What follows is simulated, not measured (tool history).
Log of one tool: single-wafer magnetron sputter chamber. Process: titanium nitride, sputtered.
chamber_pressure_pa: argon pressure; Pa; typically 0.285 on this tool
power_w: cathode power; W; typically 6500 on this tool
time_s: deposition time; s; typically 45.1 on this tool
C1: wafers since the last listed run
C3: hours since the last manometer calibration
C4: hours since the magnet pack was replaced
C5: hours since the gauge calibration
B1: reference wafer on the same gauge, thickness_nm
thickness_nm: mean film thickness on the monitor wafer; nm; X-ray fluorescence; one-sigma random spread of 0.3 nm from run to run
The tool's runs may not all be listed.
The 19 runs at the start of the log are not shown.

Run 20, hour 229.1: usual settings but power_w 7850 W; C1 254; wafers on the sputter target 6789; C3 1391.2; C4 7306.1; C5 261.4; B1 48.511. Result: thickness_nm 60.865 nm.
Run 21, hour 243.0: usual settings but chamber_pressure_pa 0.318 Pa, time_s 50.4 s; C1 278; wafers on the sputter target 7068; C3 1405.1; C4 7320.0; C5 275.3; B1 48.521. Result: thickness_nm 55.522 nm.
Run 22, hour 252.9: usual settings but power_w 7650 W, time_s 38.5 s; C1 198; wafers on the sputter target 7266; C3 1415.0; C4 7329.9; C5 285.2; B1 48.669. Result: thickness_nm 50.540 nm.
At hour 255.4: gauge calibrated.
At hour 261.3: magnet pack replaced.
Run 23, hour 269.5: usual settings but power_w 8100 W, time_s 40.5 s; C1 172; wafers on the sputter target 7438; C3 1431.6; C4 8.2; C5 14.1; B1 48.477. Result: thickness_nm 56.556 nm.
Run 24, hour 286.9: usual settings but power_w 5750 W, time_s 40.9 s; C1 348; wafers on the sputter target 7787; C3 1449.0; C4 25.6; C5 31.5; B1 48.796. Result: thickness_nm 40.329 nm.
Run 25, hour 301.3: usual settings but power_w 7250 W; C1 288; wafers on the sputter target 8075; C3 1463.4; C4 40.0; C5 45.9; B1 48.639. Result: thickness_nm 55.535 nm.
Run 26, hour 308.3: usual settings but chamber_pressure_pa 0.320 Pa, power_w 5150 W, time_s 48.8 s; C1 140; wafers on the sputter target 8216; C3 1470.4; C4 47.0; C5 52.9; B1 48.694. Result: thickness_nm 42.537 nm.
At hour 317.4: capacitance manometer re-zeroed and calibrated.
At hour 327.3: sputter target and shields replaced.
Run 27, hour 346.1: usual settings but chamber_pressure_pa 0.210 Pa, power_w 5300 W, time_s 47.5 s; C1 436; wafers on the sputter target 376; C3 28.7; C4 84.8; C5 90.7; B1 48.489. Result: thickness_nm 45.085 nm.

Run 28, settings as shown, results not yet in. Your forecast:
Run 28, hour 360.4: usual settings; C1 286; wafers on the sputter target 662; C3 43.0; C4 99.1; C5 105.0; B1 ?. Result: thickness_nm ?.

{"run 28": {"B1": 48.578, "thickness_nm": 51.504}}
Take away the tool's hidden state, keep the run-to-run variation as it was, and the same run would have given thickness_nm 51.711 nm.
